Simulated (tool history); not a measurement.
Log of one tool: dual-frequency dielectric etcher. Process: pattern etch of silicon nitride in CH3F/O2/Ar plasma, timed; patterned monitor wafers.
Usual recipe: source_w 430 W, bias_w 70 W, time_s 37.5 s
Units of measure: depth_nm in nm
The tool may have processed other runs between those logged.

run,day,source_w,bias_w,time_s,wafers since the last listed run,hours since the last wet clean,hours since the last source power generator calibration,hours since the last bias power generator calibration,hours since the last upper electrode change,hours since the gauge calibration,"read-back reference wafer on the same gauge, depth_nm",depth_nm
1,0.000,360,63,37.5,0,549.5,3718.3,4249.7,4661.1,84.0,32.30,24.46
2,0.383,390,59,37.5,120,558.7,3727.5,4258.9,4670.3,93.2,32.30,24.46
3,1.042,390,59,37.5,207,574.5,3743.3,4274.7,4686.1,109.0,32.31,24.49
4,1.821,430,70,37.5,245,593.2,3762.0,4293.4,4704.8,127.7,32.31,26.87
5,2.533,430,70,37.5,224,610.3,3779.1,4310.5,4721.9,144.8,32.31,26.75
6,2.862,430,70,37.5,103,618.2,3787.0,4318.4,4729.8,152.7,32.31,26.87
# day 3.529: gauge calibrated
# day 4.354: source power generator calibrated
# day 4.629: wet clean of the chamber
# day 5.479: upper electrode replaced
7,5.500,430,70,37.5,422,20.9,27.5,4381.7,0.5,47.3,32.30,28.08
8,5.512,430,70,37.5,3,21.2,27.8,4382.0,0.8,47.6,32.30,28.20
9,5.525,490,70,37.5,3,21.5,28.1,4382.3,1.1,47.9,32.30,29.49
10,5.542,430,70,37.5,5,21.9,28.5,4382.7,1.5,48.3,32.28,28.16
11,5.621,380,70,27.5,24,23.8,30.4,4384.6,3.4,50.2,32.29,19.79
12,5.933,470,87,29.0,98,31.3,37.9,4392.1,10.9,57.7,32.31,24.36
13,6.608,430,70,37.5,212,47.5,54.1,4408.3,27.1,73.9,32.32,27.96
14,7.012,470,61,41.0,127,57.2,63.8,4418.0,36.8,83.6,32.29,30.16
# day 7.779: bias power generator calibrated
15,9.058,330,88,33.0,591,106.3,112.9,30.7,85.9,132.7,32.32,24.39
16,9.642,340,70,37.5,183,120.3,126.9,44.7,99.9,146.7,32.30,25.70
17,10.225,480,82,46.5,183,134.3,140.9,58.7,113.9,160.7,32.28,37.99
18,10.825,430,70,32.5,188,148.7,155.3,73.1,128.3,175.1,32.32,24.05

Hidden state at the last listed run before each entry between runs and at the first one after, where it differs:
Between runs 6 and 7: gauge calibrated (day 3.529); source power generator calibrated (day 4.354); wet clean of the chamber (day 4.629); upper electrode replaced (day 5.479)
  etch rate over this chamber's usual, %: -5.05 -> -0.372
  measured less the result without the state, depth_nm: -1.43 -> -0.10 nm
Between runs 14 and 15: bias power generator calibrated (day 7.779)
  etch rate over this chamber's usual, %: -0.704 -> -1.15
  measured less the result without the state, depth_nm: -0.21 -> -0.28 nm
